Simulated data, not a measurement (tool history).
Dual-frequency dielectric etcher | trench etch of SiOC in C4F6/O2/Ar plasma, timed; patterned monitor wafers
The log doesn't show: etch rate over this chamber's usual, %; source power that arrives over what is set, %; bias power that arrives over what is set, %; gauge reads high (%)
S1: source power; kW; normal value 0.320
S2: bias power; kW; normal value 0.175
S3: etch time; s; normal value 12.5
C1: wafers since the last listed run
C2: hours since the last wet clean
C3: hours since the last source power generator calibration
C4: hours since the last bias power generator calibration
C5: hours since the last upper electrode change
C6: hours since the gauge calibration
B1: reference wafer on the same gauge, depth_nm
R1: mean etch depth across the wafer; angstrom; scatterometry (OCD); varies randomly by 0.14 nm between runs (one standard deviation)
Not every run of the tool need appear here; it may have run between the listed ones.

run 1 hour=0.0 | S1=0.320 S2=0.154 S3=12.5 | C1=0 C2=391.2 C3=2637.0 C4=1440.1 C5=1898.9 C6=239.3 | B1=23.01 | R1=238.7
run 2 hour=16.2 | S1=0.320 S2=0.175 S3=12.5 | C1=198 C2=407.4 C3=2653.2 C4=1456.3 C5=1915.1 C6=255.5 | B1=22.97 | R1=249.2
-- hour=18.2 gauge calibrated
run 3 hour=28.8 | S1=0.320 S2=0.175 S3=12.5 | C1=154 C2=420.0 C3=2665.8 C4=1468.9 C5=1927.7 C6=10.6 | B1=22.93 | R1=249.8
run 4 hour=49.5 | S1=0.360 S2=0.175 S3=12.5 | C1=253 C2=440.7 C3=2686.5 C4=1489.6 C5=1948.4 C6=31.3 | B1=23.02 | R1=260.2
run 5 hour=61.3 | S1=0.320 S2=0.175 S3=12.5 | C1=144 C2=452.5 C3=2698.3 C4=1501.4 C5=1960.2 C6=43.1 | B1=23.01 | R1=249.1
run 6 hour=79.1 | S1=0.320 S2=0.175 S3=12.5 | C1=217 C2=470.3 C3=2716.1 C4=1519.2 C5=1978.0 C6=60.9 | B1=23.01 | R1=249.2
run 7 hour=88.7 | S1=0.320 S2=0.175 S3=12.5 | C1=117 C2=479.9 C3=2725.7 C4=1528.8 C5=1987.6 C6=70.5 | B1=22.96 | R1=246.8
run 8 hour=102.5 | S1=0.320 S2=0.175 S3=12.5 | C1=168 C2=493.7 C3=2739.5 C4=1542.6 C5=2001.4 C6=84.3 | B1=22.97 | R1=251.9
-- hour=129.7 source power generator calibrated
-- hour=152.3 wet clean of the chamber
run 9 hour=152.8 | S1=0.320 S2=0.175 S3=12.5 | C1=289 C2=0.5 C3=23.1 C4=1592.9 C5=2051.7 C6=134.6 | B1=23.04 | R1=247.3
run 10 hour=153.2 | S1=0.320 S2=0.175 S3=12.5 | C1=4 C2=0.9 C3=23.5 C4=1593.3 C5=2052.1 C6=135.0 | B1=23.07 | R1=249.8
run 11 hour=156.2 | S1=0.320 S2=0.175 S3=12.5 | C1=36 C2=3.9 C3=26.5 C4=1596.3 C5=2055.1 C6=138.0 | B1=23.06 | R1=247.6
run 12 hour=182.0 | S1=0.320 S2=0.203 S3=12.5 | C1=315 C2=29.7 C3=52.3 C4=1622.1 C5=2080.9 C6=163.8 | B1=23.00 | R1=263.4
run 13 hour=196.3 | S1=0.320 S2=0.203 S3=12.5 | C1=174 C2=44.0 C3=66.6 C4=1636.4 C5=2095.2 C6=178.1 | B1=23.00 | R1=262.2
run 14 hour=213.7 | S1=0.320 S2=0.203 S3=12.5 | C1=212 C2=61.4 C3=84.0 C4=1653.8 C5=2112.6 C6=195.5 | B1=22.98 | R1=262.9
run 15 hour=229.9 | S1=0.270 S2=0.175 S3=12.5 | C1=198 C2=77.6 C3=100.2 C4=1670.0 C5=2128.8 C6=211.7 | B1=23.02 | R1=235.0
-- hour=264.7 upper electrode replaced
run 16 hour=265.2 | S1=0.270 S2=0.188 S3=16.0 | C1=138 C2=112.9 C3=135.5 C4=1705.3 C5=0.5 C6=247.0 | B1=22.98 | R1=310.3
run 17 hour=265.5 | S1=0.320 S2=0.189 S3=8.5 | C1=3 C2=113.2 C3=135.8 C4=1705.6 C5=0.8 C6=247.3 | B1=23.07 | R1=174.0
-- hour=269.3 gauge calibrated
run 18 hour=273.5 | S1=0.380 S2=0.134 S3=9.5 | C1=97 C2=121.2 C3=143.8 C4=1713.6 C5=8.8 C6=4.2 | B1=22.98 | R1=182.3
run 19 hour=284.5 | S1=0.320 S2=0.175 S3=12.5 | C1=134 C2=132.2 C3=154.8 C4=1724.6 C5=19.8 C6=15.2 | B1=23.00 | R1=248.6
run 20 hour=294.0 | S1=0.320 S2=0.203 S3=12.5 | C1=116 C2=141.7 C3=164.3 C4=1734.1 C5=29.3 C6=24.7 | B1=22.98 | R1=264.3
run 21 hour=304.6 | S1=0.360 S2=0.217 S3=9.0 | C1=129 C2=152.3 C3=174.9 C4=1744.7 C5=39.9 C6=35.3 | B1=23.05 | R1=202.6
-- hour=309.9 bias power generator calibrated
run 22 hour=320.8 | S1=0.320 S2=0.175 S3=12.5 | C1=149 C2=168.5 C3=191.1 C4=10.9 C5=56.1 C6=51.5 | B1=22.96 | R1=251.2
run 23 hour=326.9 | S1=0.320 S2=0.175 S3=12.5 | C1=74 C2=174.6 C3=197.2 C4=17.0 C5=62.2 C6=57.6 | B1=23.00 | R1=247.4
run 24 hour=342.4 | S1=0.320 S2=0.153 S3=12.5 | C1=189 C2=190.1 C3=212.7 C4=32.5 C5=77.7 C6=73.1 | B1=22.98 | R1=239.2
run 25 hour=350.8 | S1=0.290 S2=0.214 S3=12.5 | C1=102 C2=198.5 C3=221.1 C4=40.9 C5=86.1 C6=81.5 | B1=22.96 | R1=260.5
run 26 hour=363.7 | S1=0.240 S2=0.175 S3=12.5 | C1=157 C2=211.4 C3=234.0 C4=53.8 C5=99.0 C6=94.4 | B1=23.04 | R1=227.0
run 27 hour=378.8 | S1=0.350 S2=0.148 S3=9.5 | C1=184 C2=226.5 C3=249.1 C4=68.9 C5=114.1 C6=109.5 | B1=23.03 | R1=184.9
run 28 hour=390.0 | S1=0.320 S2=0.175 S3=12.5 | C1=136 C2=237.7 C3=260.3 C4=80.1 C5=125.3 C6=120.7 | B1=23.04 | R1=250.3
run 29 hour=405.2 | S1=0.280 S2=0.158 S3=11.0 | C1=185 C2=252.9 C3=275.5 C4=95.3 C5=140.5 C6=135.9 | B1=22.99 | R1=203.3
run 30 hour=421.1 | S1=0.320 S2=0.175 S3=12.5 | C1=194 C2=268.8 C3=291.4 C4=111.2 C5=156.4 C6=151.8 | B1=23.03 | R1=250.9

Describe how what the log doesn't record of the tool's condition differs between the last listed run preceding each entry between runs and the first listed run following it.
Runs 2 to 3: gauge calibrated (hour 18.2)
  the hidden state is the same at both runs
Runs 8 to 9: source power generator calibrated (hour 129.7); wet clean of the chamber (hour 152.3)
  the hidden state is the same at both runs
Runs 15 to 16: upper electrode replaced (hour 264.7)
  the hidden state is the same at both runs
Runs 17 to 18: gauge calibrated (hour 269.3)
  the hidden state is the same at both runs
Runs 21 to 22: bias power generator calibrated (hour 309.9)
  the hidden state is the same at both runs
